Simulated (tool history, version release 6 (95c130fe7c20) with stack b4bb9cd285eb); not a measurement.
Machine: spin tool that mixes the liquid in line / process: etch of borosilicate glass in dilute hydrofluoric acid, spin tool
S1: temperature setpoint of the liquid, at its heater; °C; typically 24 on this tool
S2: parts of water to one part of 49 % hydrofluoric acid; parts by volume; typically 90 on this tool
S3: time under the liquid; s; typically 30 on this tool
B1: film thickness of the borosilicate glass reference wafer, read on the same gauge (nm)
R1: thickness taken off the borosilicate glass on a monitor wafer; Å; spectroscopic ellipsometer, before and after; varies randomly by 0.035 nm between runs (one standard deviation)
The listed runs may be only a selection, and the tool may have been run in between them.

run    hour    S1   S2  S3     B1     R1
  1       0    24   90  30  80.02   81.3
  2    89.5    24   90  30  80.03     83
  3   173.1  22.5   90  30  79.98   77.8
  4   265.2    24   90  30  80.01   82.3
  5   309.8    24   90  30     80   82.2
  6   398.7    24   90  30     80   82.5
      429.1  -- thermometer replaced, repeated, since the last time left the tool worse
  7     503    24   90  30  79.97   75.7
  8   578.8    21   90  30  79.99   67.9
  9   629.6    21   90  30  80.01   67.7
 10   727.8    24   90  30  80.01   76.4
 11   798.7    24   90  30     80   76.3
 12   889.4    24   90  30  80.01   76.7
 13   960.2    24   90  30  80.02   77.9
 14  1047.6  21.5   90  35  79.99     82
 15  1099.2    24   90  30  79.96   77.3
     1165.8  -- gauge calibrated
     1184.1  -- hydrofluoric acid flow meter replaced
 16  1244.5    24   90  30  79.99   77.1
 17    1292    24   75  30  79.99   95.8
 18  1373.5    22  115  45  79.98   81.5
 19  1436.3    22  115  15  79.99   27.4
 20  1487.2    27   90  30  79.98   86.7
 21  1554.2    28  125  15  80.01   31.2
 22  1650.4  22.5  110  15  79.98   29.5
 23  1924.9  25.5  120  30  80.03     60
 24  2008.9    24   90  30     80   78.6
 25    2094    22  130  45  79.96   72.6
 26  2186.4    24   90  30  79.95   78.7
     2265.1  -- thermometer replaced
 27  2276.7  27.5   90  30  80.01   88.4
 28  2319.5    27  115  20  80.02   43.5
 29  2381.2  25.5  105  20  79.98   45.4
 30    2420  21.5  135  40  79.97   58.2
 31  2503.3    24   90  30  80.02   76.3
 32  2604.3    29   50  30     80  177.6
 33    2652    20  105  30  79.99   54.9
     2712.1  -- hydrofluoric acid flow meter replaced
 34  2751.3    29   50  30  80.02  178.4

Alternative continuations, all from the tool just after run 34; predict every row:
  A  2751.7    24   90  40   ?   ?
  B  2751.7  27.5  115  35   ?   ?
  C  2751.7    21   90  45   ?   ?

run     B1     R1
  A  80.02  102.4
  B  80.02   77.8
  C  80.02  102.1
Stripped of hidden state, with their random variation kept, the same runs would have yielded:
run     R1
  A  100.6
  B   76.4
  C  100.2
